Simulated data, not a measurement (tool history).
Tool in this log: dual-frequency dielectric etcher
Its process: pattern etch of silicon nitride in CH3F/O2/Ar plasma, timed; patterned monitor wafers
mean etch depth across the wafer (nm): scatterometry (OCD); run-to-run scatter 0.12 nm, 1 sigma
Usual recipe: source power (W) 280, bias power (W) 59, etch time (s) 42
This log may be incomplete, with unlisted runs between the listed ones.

run	hour	source power (W)	bias power (W)	etch time (s)	wafers since the last listed run	hours since the last wet clean	hours since the last source power generator calibration	hours since the last bias power generator calibration	hours since the last upper electrode change	hours since the gauge calibration	read-back reference wafer on the same gauge, depth_nm	mean etch depth across the wafer (nm)
1	0	230	59	42	0	366.1	1260.8	2871.4	52.4	270.9	22.6	21.71
# hour 24.7: wet clean of the chamber
2	25.2	280	59	42	21	0.5	1286	2896.6	77.6	296.1	22.61	24.46
3	25.5	280	59	42	5	0.8	1286.3	2896.9	77.9	296.4	22.57	24.26
4	33.8	280	59	38.5	151	9.1	1294.6	2905.2	86.2	304.7	22.62	22.14
5	50.3	280	59	38.5	300	25.6	1311.1	2921.7	102.7	321.2	22.57	22.16
6	58.5	280	59	38.5	149	33.8	1319.3	2929.9	110.9	329.4	22.58	22.18
7	73.4	340	52	35	271	48.7	1334.2	2944.8	125.8	344.3	22.59	21.58
8	88.5	310	46	48	275	63.8	1349.3	2959.9	140.9	359.4	22.65	27.36
9	101.8	280	72	34.5	242	77.1	1362.6	2973.2	154.2	372.7	22.58	21.17
10	115.3	280	66	42	246	90.6	1376.1	2986.7	167.7	386.2	22.58	25.02
11	129.4	260	67	42	257	104.7	1390.2	3000.8	181.8	400.3	22.58	24.19
12	138.1	250	59	35	158	113.4	1398.9	3009.5	190.5	409	22.6	19.43
# hour 151.9: gauge calibrated
13	155.8	340	52	30.5	322	131.1	1416.6	3027.2	208.2	3.9	22.61	18.9
# hour 185.1: wet clean of the chamber, repeated, since the last time left the tool worse
14	185.6	250	49	50.5	105	0.5	1446.4	3057	238	33.7	22.61	25.7
15	187.7	280	59	42	38	2.6	1448.5	3059.1	240.1	35.8	22.58	23.54
16	204	280	59	51	297	18.9	1464.8	3075.4	256.4	52.1	22.64	28.67
# hour 224.4: bias power generator calibrated
17	226.1	280	53	50.5	330	41	1486.9	1.7	278.5	74.2	22.6	27.43
18	232.5	240	67	30.5	116	47.4	1493.3	8.1	284.9	80.6	22.62	16.46
19	246.5	320	53	45	255	61.4	1507.3	22.1	298.9	94.6	22.59	26.09
# hour 254.9: source power generator calibrated
20	260	280	66	31.5	173	74.9	5.1	35.6	312.4	108.1	22.54	18.29
21	272.1	280	59	31.5	220	87	17.2	47.7	324.5	120.2	22.6	17.81
22	288.5	330	59	42	299	103.4	33.6	64.1	340.9	136.6	22.64	25.54
23	304.8	240	67	30.5	297	119.7	49.9	80.4	357.2	152.9	22.58	16.53
24	347.7	280	59	42	782	162.6	92.8	123.3	400.1	195.8	22.62	23.74
25	354.7	310	68	35.5	127	169.6	99.8	130.3	407.1	202.8	22.54	21.79
26	363.6	280	48	36.5	162	178.5	108.7	139.2	416	211.7	22.6	19.67
27	376.7	280	52	42	238	191.6	121.8	152.3	429.1	224.8	22.61	23.2
28	391.2	240	59	42	264	206.1	136.3	166.8	443.6	239.3	22.58	22.2
29	397.3	280	59	42	111	212.2	142.4	172.9	449.7	245.4	22.6	23.9

Branching from run 29: 5 alternative next runs. What would each branch give?
A	397.7	280	59	42	7	212.6	142.8	173.3	450.1	245.8	?	?
B	397.7	280	59	35.5	7	212.6	142.8	173.3	450.1	245.8	?	?
C	397.7	340	59	47.5	7	212.6	142.8	173.3	450.1	245.8	?	?
D	397.7	280	59	30	7	212.6	142.8	173.3	450.1	245.8	?	?
E	397.7	300	59	46.5	7	212.6	142.8	173.3	450.1	245.8	?	?

run	read-back reference wafer on the same gauge, depth_nm	mean etch depth across the wafer (nm)
A	22.59	23.81
B	22.59	20.12
C	22.59	29.4
D	22.59	17.01
E	22.59	27.2
Take away the tool's hidden state, keep each run's random variation, and the runs would have read:
run	mean etch depth across the wafer (nm)
A	23.48
B	19.85
C	28.99
D	16.77
E	26.83

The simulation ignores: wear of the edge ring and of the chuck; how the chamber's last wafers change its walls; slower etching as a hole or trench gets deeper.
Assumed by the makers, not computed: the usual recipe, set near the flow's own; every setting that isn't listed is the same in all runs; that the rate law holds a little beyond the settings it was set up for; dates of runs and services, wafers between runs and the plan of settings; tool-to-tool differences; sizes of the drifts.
